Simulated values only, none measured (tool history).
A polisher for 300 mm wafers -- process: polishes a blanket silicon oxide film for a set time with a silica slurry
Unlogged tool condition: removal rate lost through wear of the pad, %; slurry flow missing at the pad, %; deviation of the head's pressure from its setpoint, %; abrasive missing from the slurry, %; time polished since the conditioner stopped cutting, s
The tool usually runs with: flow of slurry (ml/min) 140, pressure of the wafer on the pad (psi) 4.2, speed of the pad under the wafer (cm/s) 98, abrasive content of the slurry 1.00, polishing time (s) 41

run	hour	flow of slurry (ml/min)	pressure of the wafer on the pad (psi)	speed of the pad under the wafer (cm/s)	abrasive content of the slurry	polishing time (s)	wafers since the last listed run	wafers polished on this pad	hours since the slurry nozzle was cleaned	hours since the head pressure was calibrated	hours since the slurry blender was calibrated	hours since the conditioning disc was replaced	incoming thickness of the incoming film, nm	film removed (angstrom)
1	0.0	140	4.2	98	1.00	41	0	286	824.7	1245.9	347.1	335.7	1002.9	917
2	12.4	140	4.2	98	1.00	41	107	393	837.1	1258.3	359.5	348.1	1019.8	920
# hour 21.0: worn pad replaced by a new one
3	24.2	140	4.2	98	1.00	41	67	27	848.9	1270.1	371.3	359.9	1009.6	916
4	33.4	140	4.2	98	1.00	41	79	107	858.1	1279.3	380.5	369.1	1009.0	918
5	44.9	140	4.2	98	1.00	41	99	206	869.6	1290.8	392.0	380.6	1002.2	916
6	59.3	140	4.2	98	1.00	41	124	331	884.0	1305.2	406.4	395.0	994.4	911
# hour 65.0: slurry blender recalibrated
7	65.3	115	4.2	98	1.00	41	34	366	890.0	1311.2	0.3	401.0	1017.6	809
8	73.3	140	4.2	122	1.00	33	69	435	898.0	1319.2	8.3	409.0	1016.5	777
9	82.5	140	4.2	98	1.00	41	79	515	907.2	1328.4	17.5	418.2	1013.6	846
# hour 86.6: worn pad replaced by a new one
10	89.0	140	3.1	98	1.00	28	21	21	913.7	1334.9	24.0	424.7	1008.4	428
11	96.5	140	4.2	118	1.00	41	64	86	921.2	1342.4	31.5	432.2	1006.3	937
# hour 100.5: slurry blender recalibrated, repeated, since the last time left the tool worse
# hour 115.2: slurry nozzle cleaned
# hour 116.7: conditioning disc replaced and pad reconditioned
# hour 133.5: head pressure recalibrated
12	146.7	125	3.3	98	0.85	30	379	465	31.5	13.2	46.2	30.0	1001.7	517
# hour 153.3: worn pad replaced by a new one
13	161.9	140	4.2	98	1.20	41	97	74	46.7	28.4	61.4	45.2	1007.6	1020
14	175.9	140	4.2	98	1.00	41	121	196	60.7	42.4	75.4	59.2	1012.5	971
15	193.7	140	3.4	98	0.85	41	154	350	78.5	60.2	93.2	77.0	1008.7	747

What if the next run were any one of these 5? Each begins from the tool's condition after run 15:
A	194.1	140	4.2	98	0.70	41	3	353	78.9	60.6	93.6	77.4	998.6	?
B	194.1	140	5.6	98	1.10	41	3	353	78.9	60.6	93.6	77.4	998.6	?
C	194.1	170	5.7	66	1.00	32	3	353	78.9	60.6	93.6	77.4	998.6	?
D	194.1	105	4.2	70	1.15	41	3	353	78.9	60.6	93.6	77.4	998.6	?
E	194.1	185	4.2	98	1.00	41	3	353	78.9	60.6	93.6	77.4	998.6	?

run	film removed (angstrom)
A	872
B	1312
C	798
D	759
E	994
What these runs would have given with no unlogged condition in the tool:
run	film removed (angstrom)
A	886
B	1331
C	809
D	770
E	1009
